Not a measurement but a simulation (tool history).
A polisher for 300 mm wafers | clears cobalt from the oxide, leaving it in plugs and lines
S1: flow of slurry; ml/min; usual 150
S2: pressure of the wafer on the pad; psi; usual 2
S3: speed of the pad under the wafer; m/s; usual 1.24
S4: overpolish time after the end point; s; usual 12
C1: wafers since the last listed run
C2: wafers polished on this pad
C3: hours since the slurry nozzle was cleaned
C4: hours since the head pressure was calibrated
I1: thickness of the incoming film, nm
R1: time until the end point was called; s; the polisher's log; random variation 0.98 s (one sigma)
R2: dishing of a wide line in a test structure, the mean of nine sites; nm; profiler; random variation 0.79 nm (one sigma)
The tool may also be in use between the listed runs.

run    hour   S1   S2    S3  S4   C1    C2     C3      C4     I1     R1    R2
  1       0  150  1.7  1.24  12    0  1310    5.4   262.8  383.4   84.5  38.4
       25.3  -- worn pad replaced by a new one
  2    44.1  150  1.7  1.24  12  221   103   49.5   306.9  376.6   79.8  38.1
  3     129  150  1.7  1.24  12  469   573  134.4   391.8  381.9   83.1  37.7
  4   230.4  150    2  1.24  12  561  1134  235.8   493.2  379.3   71.1  41.3
      282.7  -- worn pad replaced by a new one
  5   283.2  170    2  1.24  12  270     2  288.6     546  384.4   70.2  41.4
  6   355.5  170    2  1.24  12  400   402  360.9   618.3  374.6   68.8  40.9
  7   455.8  150    2  1.24  12  554   957  461.2   718.6    379   70.6  41.5
  8   512.8  150    2  0.92  12  315  1273  518.2   775.6  381.6   95.7  34.6
      534.8  -- worn pad replaced by a new one
  9   597.1  150    2  1.24  12  444   344  602.5   859.9  385.1   71.3  40.9
 10   643.9  150    2  1.24  12  258   603  649.3   906.7    381   70.8  40.6
 11   725.7  150  1.4  1.24  12  452  1056  731.1   988.5  382.3  103.2    34
 12   763.2  200    2  1.24  12  207  1263  768.6    1026  377.4   67.5  42.2
 13   800.4  150    2  1.24  12  205  1469  805.8  1063.2  379.5   69.9  41.5
      807.7  -- slurry nozzle cleaned
      832.6  -- worn pad replaced by a new one
 14   854.3  150    2  1.24  12  270   120   46.6  1117.1  378.5   70.6  41.2
 15   935.8  150  1.8  1.24  12  450   571  128.1  1198.6  376.1   76.7  39.2
      949.3  -- head pressure recalibrated
 16  1037.5  150    2  1.24  12  551  1122  229.8    88.2  385.5   70.8  40.3
 17  1122.6  150  1.7  1.24  12  470  1593  314.9   173.3    378     83  38.2
       1153  -- worn pad replaced by a new one
 18  1197.2  195    2  1.24  12  390   244  389.5   247.9  380.6   69.6  42.1
 19  1280.6  150    2  1.02  12  461   706  472.9   331.3  383.7   86.2  37.4
 20  1348.7  150  2.6  1.24  12  376  1082    541   399.4  381.1   54.1  45.6
 21  1400.3  150    2  1.24   7  285  1368  592.6     451  379.7   69.8  29.5

Forecast each of these 4 alternatives for the next run:
  A  1400.7  150    2  1.24  14   2  1370  593  451.4  387.4   ?   ?
  B  1400.7  165    2  1.24   8   2  1370  593  451.4  387.4   ?   ?
  C  1400.7  175  2.6  1.56  12   2  1370  593  451.4  387.4   ?   ?
  D  1400.7  200  2.5  1.56  18   2  1370  593  451.4  387.4   ?   ?

run    R1    R2
  A  72.6  44.6
  B  71.6  33.2
  C  43.4  50.6
  D  44.4    55
Without the tool's hidden state the same runs would have given:
run    R1    R2
  A  72.6  44.6
  B  71.6  33.2
  C  43.4  50.6
  D  44.4    55
